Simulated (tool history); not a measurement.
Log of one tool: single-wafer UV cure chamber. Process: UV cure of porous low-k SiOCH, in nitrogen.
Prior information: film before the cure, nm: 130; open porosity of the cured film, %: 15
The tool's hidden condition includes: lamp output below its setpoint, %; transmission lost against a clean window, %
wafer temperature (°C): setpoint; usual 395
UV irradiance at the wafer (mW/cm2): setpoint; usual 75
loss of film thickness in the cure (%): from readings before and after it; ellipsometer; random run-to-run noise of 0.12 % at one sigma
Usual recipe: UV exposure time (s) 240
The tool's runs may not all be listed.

run	hour	wafer temperature (°C)	UV exposure time (s)	UV irradiance at the wafer (mW/cm2)	wafers since the last listed run	hours since the UV bulbs were replaced	wafers since the quartz window was cleaned	loss of film thickness in the cure (%)
1	0.0	395	240	75	0	2439.6	758	8.877
2	6.4	395	240	75	81	2446.0	839	9.047
3	22.8	395	240	75	208	2462.4	1047	8.887
4	30.4	395	240	75	96	2470.0	1143	8.905
# hour 49.7: quartz window cleaned
5	50.2	395	240	75	149	2489.8	5	9.496
6	55.7	395	240	75	69	2495.3	75	9.428
7	71.2	395	240	75	196	2510.8	272	9.527
8	83.9	395	240	75	161	2523.5	433	9.325
9	93.5	395	290	57	121	2533.1	555	8.825
10	111.2	395	290	57	224	2550.8	780	8.699
11	125.6	402	240	75	182	2565.2	962	8.899
# hour 143.4: quartz window cleaned
12	143.9	402	240	75	130	2583.5	6	9.607
13	152.3	414	240	75	106	2591.9	112	9.767
# hour 165.1: UV bulbs replaced
14	184.2	395	380	106	303	19.1	416	12.317
15	193.8	395	115	75	121	28.7	538	6.322
16	204.0	387	135	75	129	38.9	667	6.764
17	210.7	395	240	75	85	45.6	752	8.841
18	227.0	395	140	75	206	61.9	959	6.843
19	238.8	395	240	75	149	73.7	1109	8.734
# hour 252.1: quartz window cleaned
20	252.6	395	240	75	73	87.5	6	9.604
21	260.1	395	240	75	95	95.0	101	9.651
22	270.4	410	130	75	130	105.3	232	7.237
23	282.4	395	240	59	152	117.3	385	8.382
24	296.5	385	180	40	178	131.4	564	5.783

Hidden state or all else? Some run-to-run changes of loss of film thickness in the cure (%), split into what the settings, what came in and random variation would give without the hidden state, and what is left for the hidden state (with any gauge scatter that isn't in both results):
Run 4 -> 5: quartz window cleaned. loss of film thickness in the cure (%) +0.591: hidden state +0.841, all else -0.250.
Run 14 -> 15: UV exposure time (s) 380 -> 115, UV irradiance at the wafer (mW/cm2) 106 -> 75. loss of film thickness in the cure (%) -5.995: hidden state -0.009, all else -5.986.
Run 19 -> 20: quartz window cleaned. loss of film thickness in the cure (%) +0.870: hidden state +0.867, all else +0.003.
Run 23 -> 24: wafer temperature (°C) 395 -> 385, UV exposure time (s) 240 -> 180, UV irradiance at the wafer (mW/cm2) 59 -> 40. loss of film thickness in the cure (%) -2.599: hidden state -0.084, all else -2.515.
